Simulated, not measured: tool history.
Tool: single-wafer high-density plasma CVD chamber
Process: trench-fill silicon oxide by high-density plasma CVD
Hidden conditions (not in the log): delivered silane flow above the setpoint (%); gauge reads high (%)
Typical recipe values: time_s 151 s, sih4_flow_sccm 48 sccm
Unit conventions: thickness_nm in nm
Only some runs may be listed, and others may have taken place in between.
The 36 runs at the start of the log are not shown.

| run | hour | time_s | sih4_flow_sccm | wafers since the last listed run | hours since the silane flow controller was replaced | hours since the gauge calibration | read-back reference wafer on the same gauge, thickness_nm | thickness_nm |
|---|---|---|---|---|---|---|---|---|
| 37 | 479.8 | 167 | 55 | 62 | 126.5 | 68.2 | 714.969 | 803.116 |
| 38 | 488.5 | 123 | 48 | 77 | 135.2 | 76.9 | 715.254 | 519.146 |
| 39 | 522.1 | 125 | 43 | 300 | 168.8 | 110.5 | 715.054 | 472.278 |
| 40 | 531.2 | 125 | 39 | 81 | 177.9 | 119.6 | 715.335 | 427.149 |
| 41 | 538.5 | 180 | 48 | 65 | 185.2 | 126.9 | 715.305 | 756.423 |
| 42 | 552.4 | 151 | 43 | 124 | 199.1 | 140.8 | 714.980 | 568.635 |
| 43 | 568.6 | 126 | 41 | 145 | 215.3 | 157.0 | 715.573 | 448.438 |
| 44 | 586.5 | 151 | 48 | 160 | 233.2 | 174.9 | 715.345 | 632.973 |
| 45 | 602.0 | 151 | 48 | 138 | 248.7 | 190.4 | 715.369 | 630.017 |

Each row is a separate what-if for the run after 45, all from the same tool condition, not one after another. Results?
| A | 602.4 | 127 | 48 | 3 | 249.1 | 190.8 | ? | ? |
| B | 602.4 | 130 | 39 | 3 | 249.1 | 190.8 | ? | ? |
| C | 602.4 | 128 | 56 | 3 | 249.1 | 190.8 | ? | ? |
| D | 602.4 | 161 | 48 | 3 | 249.1 | 190.8 | ? | ? |
| E | 602.4 | 131 | 55 | 3 | 249.1 | 190.8 | ? | ? |

| run | read-back reference wafer on the same gauge, thickness_nm | thickness_nm |
|---|---|---|
| A | 715.425 | 533.140 |
| B | 715.425 | 443.408 |
| C | 715.425 | 626.894 |
| D | 715.425 | 675.870 |
| E | 715.425 | 630.130 |
The same runs, with their run-to-run variation unchanged, on a tool lacking any hidden condition would have given:
| run | thickness_nm |
|---|---|
| A | 542.578 |
| B | 451.258 |
| C | 637.992 |
| D | 687.835 |
| E | 641.285 |
